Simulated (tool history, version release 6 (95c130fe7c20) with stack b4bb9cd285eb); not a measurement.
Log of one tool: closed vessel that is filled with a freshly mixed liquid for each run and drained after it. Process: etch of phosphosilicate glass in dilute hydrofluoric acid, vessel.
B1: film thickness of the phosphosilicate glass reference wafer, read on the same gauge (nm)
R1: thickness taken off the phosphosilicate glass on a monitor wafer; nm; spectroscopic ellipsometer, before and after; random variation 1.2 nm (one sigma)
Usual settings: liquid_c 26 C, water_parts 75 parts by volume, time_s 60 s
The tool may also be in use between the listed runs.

run 1 hour=0 | liquid_c=29 water_parts=75 time_s=60 | B1=100.02 | R1=166.96
run 2 hour=220.5 | liquid_c=29 water_parts=75 time_s=60 | B1=99.99 | R1=159.01
run 3 hour=303.9 | liquid_c=26 water_parts=75 time_s=60 | B1=99.99 | R1=141.5
run 4 hour=350.4 | liquid_c=26 water_parts=75 time_s=60 | B1=100.01 | R1=140.38
run 5 hour=388.4 | liquid_c=26 water_parts=90 time_s=60 | B1=100.02 | R1=115.97
run 6 hour=459.5 | liquid_c=26 water_parts=75 time_s=85 | B1=100.01 | R1=202.2
run 7 hour=530.1 | liquid_c=24.5 water_parts=75 time_s=60 | B1=100 | R1=134.57
run 8 hour=609.1 | liquid_c=24.5 water_parts=75 time_s=60 | B1=100.01 | R1=135.25
run 9 hour=695.8 | liquid_c=26 water_parts=75 time_s=60 | B1=99.99 | R1=143.81
run 10 hour=744.7 | liquid_c=26 water_parts=75 time_s=60 | B1=99.99 | R1=143.93
run 11 hour=787.7 | liquid_c=26 water_parts=75 time_s=60 | B1=100.01 | R1=145.22
run 12 hour=831.9 | liquid_c=26 water_parts=75 time_s=60 | B1=100.02 | R1=144.74
run 13 hour=870.4 | liquid_c=26 water_parts=75 time_s=60 | B1=100.01 | R1=146.59
run 14 hour=978.2 | liquid_c=30 water_parts=55 time_s=90 | B1=99.98 | R1=360.7
run 15 hour=1049.1 | liquid_c=26 water_parts=75 time_s=60 | B1=100.01 | R1=147.23
run 16 hour=1115.3 | liquid_c=26 water_parts=75 time_s=60 | B1=100.03 | R1=146.63
run 17 hour=1155.3 | liquid_c=26 water_parts=75 time_s=40 | B1=100.04 | R1=96.76
run 18 hour=1221.4 | liquid_c=22 water_parts=85 time_s=50 | B1=100 | R1=89.85
run 19 hour=1278.4 | liquid_c=22 water_parts=50 time_s=60 | B1=99.99 | R1=191.72
run 20 hour=1376.5 | liquid_c=28 water_parts=100 time_s=45 | B1=100.03 | R1=85.42
run 21 hour=1471.5 | liquid_c=26 water_parts=75 time_s=60 | B1=99.99 | R1=149.99
run 22 hour=1576.9 | liquid_c=30 water_parts=90 time_s=60 | B1=99.99 | R1=139.37
run 23 hour=1644.4 | liquid_c=24.5 water_parts=90 time_s=80 | B1=100.02 | R1=154.63
run 24 hour=1693.9 | liquid_c=26 water_parts=75 time_s=60 | B1=100 | R1=152.22
run 25 hour=1798.2 | liquid_c=23 water_parts=100 time_s=45 | B1=100.03 | R1=68.27
run 26 hour=1889.3 | liquid_c=26 water_parts=75 time_s=60 | B1=99.99 | R1=140.35
run 27 hour=1940.2 | liquid_c=23.5 water_parts=60 time_s=50 | B1=99.99 | R1=136.26
run 28 hour=2006 | liquid_c=23 water_parts=95 time_s=60 | B1=100.02 | R1=97.78
run 29 hour=2089.8 | liquid_c=22.5 water_parts=105 time_s=45 | B1=100 | R1=63.89
run 30 hour=2169.5 | liquid_c=24.5 water_parts=45 time_s=80 | B1=99.98 | R1=315.98
run 31 hour=2272.4 | liquid_c=29 water_parts=75 time_s=80 | B1=99.99 | R1=213.64
run 32 hour=2367.1 | liquid_c=23 water_parts=110 time_s=80 | B1=100 | R1=110.96
run 33 hour=2455.1 | liquid_c=24.5 water_parts=90 time_s=80 | B1=100.01 | R1=148.97

Not shown: 4 entries that the log had between the listed runs. Between which runs, and how does the tool's hidden state differ before and after?
Between runs 1 and 2: thermometer replaced (hour 132.2)
  liquid hotter than its thermometer reads (K): 1.61 -> 0.179
  measured less the result without the state, R1: +10.01 -> +1.1 nm
Between runs 15 and 16: hydrofluoric acid flow meter replaced (hour 1059.2)
  liquid hotter than its thermometer reads (K): 0.959 -> 1.02
  measured less the result without the state, R1: +5.48 -> +5.79 nm
Between runs 20 and 21: gauge calibrated (hour 1441.1)
  liquid hotter than its thermometer reads (K): 1.27 -> 1.36
  measured less the result without the state, R1: +4.02 -> +7.83 nm
Between runs 24 and 25: thermometer replaced (hour 1748.2)
  liquid hotter than its thermometer reads (K): 1.57 -> 0.168
  measured less the result without the state, R1: +9.14 -> +0.46 nm
